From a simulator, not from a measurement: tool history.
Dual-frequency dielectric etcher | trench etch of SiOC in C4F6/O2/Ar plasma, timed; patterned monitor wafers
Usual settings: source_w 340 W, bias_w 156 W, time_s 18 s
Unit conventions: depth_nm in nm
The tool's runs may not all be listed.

run	hour	source_w	bias_w	time_s	wafers since the last listed run	hours since the last wet clean	hours since the last source power generator calibration	hours since the last bias power generator calibration	hours since the last upper electrode change	hours since the gauge calibration	read-back reference wafer on the same gauge, depth_nm	depth_nm
1	0	340	156	18	0	246.9	1540.3	888.4	5517.3	728.3	32.79	33.26
2	39.9	340	156	18	469	286.8	1580.2	928.3	5557.2	768.2	32.8	33.26
3	74.7	340	156	18	409	321.6	1615	963.1	5592	803	32.79	33.24
4	127.4	340	156	18	620	374.3	1667.7	1015.8	5644.7	855.7	32.8	33.18
5	189.9	300	156	18	735	436.8	1730.2	1078.3	5707.2	918.2	32.81	31.93
6	220.7	300	156	18	362	467.6	1761	1109.1	5738	949	32.78	32.03
7	266.5	390	156	18	539	513.4	1806.8	1154.9	5783.8	994.8	32.81	34.85
8	332.1	390	156	18	772	579	1872.4	1220.5	5849.4	1060.4	32.81	34.93
# hour 358.8: gauge calibrated
9	377.5	390	156	18	534	624.4	1917.8	1265.9	5894.8	18.7	32.82	34.92
10	433.6	340	134	18	660	680.5	1973.9	1322	5950.9	74.8	32.8	31.7
# hour 474.3: wet clean of the chamber
# hour 491.6: upper electrode replaced
11	492.1	300	142	16	202	17.8	2032.4	1380.5	0.5	133.3	32.81	27.65
12	515.1	340	156	18	270	40.8	2055.4	1403.5	23.5	156.3	32.8	33.48
13	572.3	340	156	18	673	98	2112.6	1460.7	80.7	213.5	32.79	33.47
14	639	340	156	18	785	164.7	2179.3	1527.4	147.4	280.2	32.79	33.43
15	675.6	280	156	22	430	201.3	2215.9	1564	184	316.8	32.82	38.43
# hour 836.8: bias power generator calibrated
16	872	380	189	18	2265	397.7	2412.3	35.2	380.4	513.2	32.79	36.7
17	908.8	360	128	21.5	433	434.5	2449.1	72	417.2	550	32.8	37.75
# hour 936.7: source power generator calibrated
18	978.7	400	122	14	775	504.4	42	141.9	487.1	619.9	32.8	24.8
19	1015.8	340	192	14	436	541.5	79.1	179	524.2	657	32.81	27.42
# hour 1157.9: wet clean of the chamber
20	1158.4	340	156	18	1396	0.5	221.7	321.6	666.8	799.6	32.8	33.03
21	1193.9	290	175	14.5	418	36	257.2	357.1	702.3	835.1	32.81	26.38

Here are 5 independent what-if runs from the current tool condition. What would each one return?
A	1194.3	340	156	18	4	36.4	257.6	357.5	702.7	835.5	?	?
B	1194.3	410	189	14.5	4	36.4	257.6	357.5	702.7	835.5	?	?
C	1194.3	290	179	20.5	4	36.4	257.6	357.5	702.7	835.5	?	?
D	1194.3	380	122	15	4	36.4	257.6	357.5	702.7	835.5	?	?
E	1194.3	420	167	18	4	36.4	257.6	357.5	702.7	835.5	?	?

run	read-back reference wafer on the same gauge, depth_nm	depth_nm
A	32.79	33.02
B	32.79	30.25
C	32.79	37.56
D	32.79	26.23
E	32.79	36.24
What these runs would have given with no unlogged condition in the tool:
run	depth_nm
A	32.75
B	29.99
C	37.24
D	26.03
E	35.94
